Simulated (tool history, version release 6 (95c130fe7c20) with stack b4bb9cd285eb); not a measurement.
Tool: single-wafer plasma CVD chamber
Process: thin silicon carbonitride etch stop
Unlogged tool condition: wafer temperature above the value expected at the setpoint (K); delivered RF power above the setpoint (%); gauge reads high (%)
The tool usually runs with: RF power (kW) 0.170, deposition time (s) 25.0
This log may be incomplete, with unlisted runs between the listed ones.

run     day  RF power (kW)  deposition time (s)  wafers since the last listed run  hours since the last thermocouple change  hours since the last RF generator calibration  hours since the showerhead was replaced  hours since the gauge calibration  read-back reference wafer on the same gauge, thickness_nm  mean film thickness on the monitor wafer (nm)
  1   0.000          0.170                 25.0                                 0                                    1245.5                                         1239.8                                   2632.3                              851.1                                                     12.888                                         13.384
  2   1.358          0.170                 25.0                               448                                    1278.1                                         1272.4                                   2664.9                              883.7                                                     12.914                                         13.414
  3   3.046          0.170                 27.5                               557                                    1318.6                                         1312.9                                   2705.4                              924.2                                                     12.900                                         14.656
  4   5.838          0.170                 27.5                               921                                    1385.6                                         1379.9                                   2772.4                              991.2                                                     12.919                                         14.658
  5   8.212          0.170                 27.5                               784                                    1442.6                                         1436.9                                   2829.4                             1048.2                                                     12.925                                         14.663
  6  10.429          0.160                 25.0                               731                                    1495.8                                         1490.1                                   2882.6                             1101.4                                                     12.885                                         13.020
  7  12.425          0.160                 25.0                               658                                    1543.7                                         1538.0                                   2930.5                             1149.3                                                     12.898                                         13.054
     13.862  -- gauge calibrated
  8  14.725          0.160                 25.0                               759                                    1598.9                                         1593.2                                   2985.7                               20.7                                                     12.900                                         13.019
     16.254  -- RF generator calibrated
  9  16.525          0.170                 25.0                               484                                    1642.1                                            6.5                                   3028.9                               63.9                                                     12.911                                         13.356
 10  18.488          0.170                 25.0                               647                                    1689.2                                           53.6                                   3076.0                              111.0                                                     12.884                                         13.313
 11  20.171          0.170                 25.0                               555                                    1729.6                                           94.0                                   3116.4                              151.4                                                     12.887                                         13.345
 12  22.017          0.170                 28.6                               609                                    1773.9                                          138.3                                   3160.7                              195.7                                                     12.893                                         15.188
 13  23.246          0.170                 21.3                               405                                    1803.4                                          167.8                                   3190.2                              225.2                                                     12.908                                         11.398
 14  25.471          0.170                 21.3                               734                                    1856.8                                          221.2                                   3243.6                              278.6                                                     12.902                                         11.429
 15  27.108          0.170                 25.0                               540                                    1896.1                                          260.5                                   3282.9                              317.9                                                     12.903                                         13.389
 16  30.033          0.170                 25.0                               965                                    1966.3                                          330.7                                   3353.1                              388.1                                                     12.903                                         13.348
 17  32.338          0.200                 20.4                               760                                    2021.6                                          386.0                                   3408.4                              443.4                                                     12.908                                         11.697
 18  34.675          0.150                 29.2                               771                                    2077.7                                          442.1                                   3464.5                              499.5                                                     12.893                                         14.856
     36.312  -- thermocouple changed; heater temperature recalibrated
 19  36.504          0.140                 25.0                               493                                       4.6                                          486.0                                   3508.4                              543.4                                                     12.907                                         12.166
 20  38.417          0.185                 20.0                               631                                      50.5                                          531.9                                   3554.3                              589.3                                                     12.900                                         11.109
 21  41.162          0.195                 21.5                               906                                     116.4                                          597.8                                   3620.2                              655.2                                                     12.909                                         12.235
     42.558  -- showerhead replaced
 22  42.579          0.170                 25.0                               357                                     150.4                                          631.8                                      0.5                              689.2                                                     12.890                                         13.326
 23  44.046          0.155                 21.3                               484                                     185.6                                          667.0                                     35.7                              724.4                                                     12.920                                         10.968
 24  45.325          0.155                 20.9                               422                                     216.3                                          697.7                                     66.4                              755.1                                                     12.883                                         10.733
 25  47.362          0.185                 25.0                               672                                     265.2                                          746.6                                    115.3                              804.0                                                     12.911                                         13.883
 26  49.862          0.135                 25.0                               825                                     325.2                                          806.6                                    175.3                              864.0                                                     12.915                                         12.038
 27  51.267          0.140                 29.5                               463                                     358.9                                          840.3                                    209.0                              897.7                                                     12.897                                         14.382
 28  53.504          0.160                 27.9                               738                                     412.6                                          894.0                                    262.7                              951.4                                                     12.910                                         14.486
 29  54.979          0.150                 26.4                               487                                     448.0                                          929.4                                    298.1                              986.8                                                     12.908                                         13.304
 30  57.067          0.170                 25.0                               689                                     498.1                                          979.5                                    348.2                             1036.9                                                     12.877                                         13.358
 31  58.829          0.205                 21.9                               581                                     540.4                                         1021.8                                    390.5                             1079.2                                                     12.909                                         12.634
 32  60.138          0.155                 21.3                               431                                     571.8                                         1053.2                                    421.9                             1110.6                                                     12.914                                         10.920
 33  62.183          0.195                 27.1                               675                                     620.9                                         1102.3                                    471.0                             1159.7                                                     12.910                                         15.431
 34  64.025          0.185                 26.9                               608                                     665.1                                         1146.5                                    515.2                             1203.9                                                     12.892                                         14.989
 35  66.017          0.200                 21.0                               657                                     712.9                                         1194.3                                    563.0                             1251.7                                                     12.887                                         12.083

Take each entry between the runs: how does the hidden state at the last listed run before it differ from the hidden state at the first listed run after it?
Runs 7 to 8: gauge calibrated (day 13.862)
  the hidden state is the same at both runs
Runs 8 to 9: RF generator calibrated (day 16.254)
  the hidden state is the same at both runs
Runs 18 to 19: thermocouple changed; heater temperature recalibrated (day 36.312)
  the hidden state is the same at both runs
Runs 21 to 22: showerhead replaced (day 42.558)
  the hidden state is the same at both runs

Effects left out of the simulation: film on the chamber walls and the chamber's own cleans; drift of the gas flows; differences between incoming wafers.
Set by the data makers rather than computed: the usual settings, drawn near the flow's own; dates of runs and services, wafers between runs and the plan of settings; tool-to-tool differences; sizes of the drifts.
